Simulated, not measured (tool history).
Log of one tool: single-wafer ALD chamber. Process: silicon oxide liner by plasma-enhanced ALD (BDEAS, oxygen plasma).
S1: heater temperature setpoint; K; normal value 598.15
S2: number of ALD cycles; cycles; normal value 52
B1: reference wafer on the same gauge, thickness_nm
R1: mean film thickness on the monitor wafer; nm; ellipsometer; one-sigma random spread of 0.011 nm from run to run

Run 1, hour 0: usual settings; B1 5.037. Result: R1 4.452 nm.
Run 2, hour 13.7: usual settings but S2 59 cycles; B1 5.04. Result: R1 5.048 nm.
Run 3, hour 31.3: usual settings; B1 5.038. Result: R1 4.445 nm.
Run 4, hour 40.8: usual settings; B1 5.042. Result: R1 4.442 nm.
Run 5, hour 49.9: usual settings; B1 5.04. Result: R1 4.457 nm.
Run 6, hour 56.3: usual settings; B1 5.038. Result: R1 4.438 nm.
Run 7, hour 70.9: usual settings; B1 5.037. Result: R1 4.448 nm.
Run 8, hour 79.6: usual settings; B1 5.04. Result: R1 4.463 nm.
Run 9, hour 94.9: usual settings; B1 5.039. Result: R1 4.446 nm.
At hour 95.7: gauge calibrated.
At hour 114.7: thermocouple changed; heater temperature recalibrated.
Run 10, hour 122.7: usual settings but S1 583.15 K, S2 61 cycles; B1 5.042. Result: R1 5.317 nm.
Run 11, hour 136.3: usual settings; B1 5.041. Result: R1 4.447 nm.
Run 12, hour 143.8: usual settings; B1 5.045. Result: R1 4.447 nm.
Run 13, hour 158.8: usual settings but S1 606.15 K, S2 59 cycles; B1 5.044. Result: R1 4.998 nm.
Run 14, hour 175.5: usual settings but S1 609.15 K; B1 5.044. Result: R1 4.386 nm.
Run 15, hour 183.7: usual settings but S1 583.15 K, S2 57 cycles; B1 5.041. Result: R1 4.955 nm.
Run 16, hour 200.2: usual settings but S1 611.15 K, S2 46 cycles; B1 5.041. Result: R1 3.869 nm.
Run 17, hour 212.5: usual settings but S1 593.15 K, S2 42 cycles; B1 5.041. Result: R1 3.607 nm.
Run 18, hour 218.8: usual settings but S1 594.15 K; B1 5.039. Result: R1 4.478 nm.

Consider 4 possible next runs. They are alternatives, not a sequence: every one starts from the tool as it was left by run 18. What does each give?
Run A, hour 219.3: usual settings; B1 ?. Result: R1 ?.
Run B, hour 219.3: usual settings but S1 607.15 K, S2 48 cycles; B1 ?. Result: R1 ?.
Run C, hour 219.3: usual settings but S1 610.15 K, S2 45 cycles; B1 ?. Result: R1 ?.
Run D, hour 219.3: usual settings but S2 44 cycles; B1 ?. Result: R1 ?.

run     B1     R1
  A  5.041  4.441
  B  5.041  4.052
  C  5.041  3.784
  D  5.041  3.758
Had the tool no hidden state, the same runs would have come out as:
run     R1
  A  4.441
  B  4.052
  C  3.784
  D  3.758
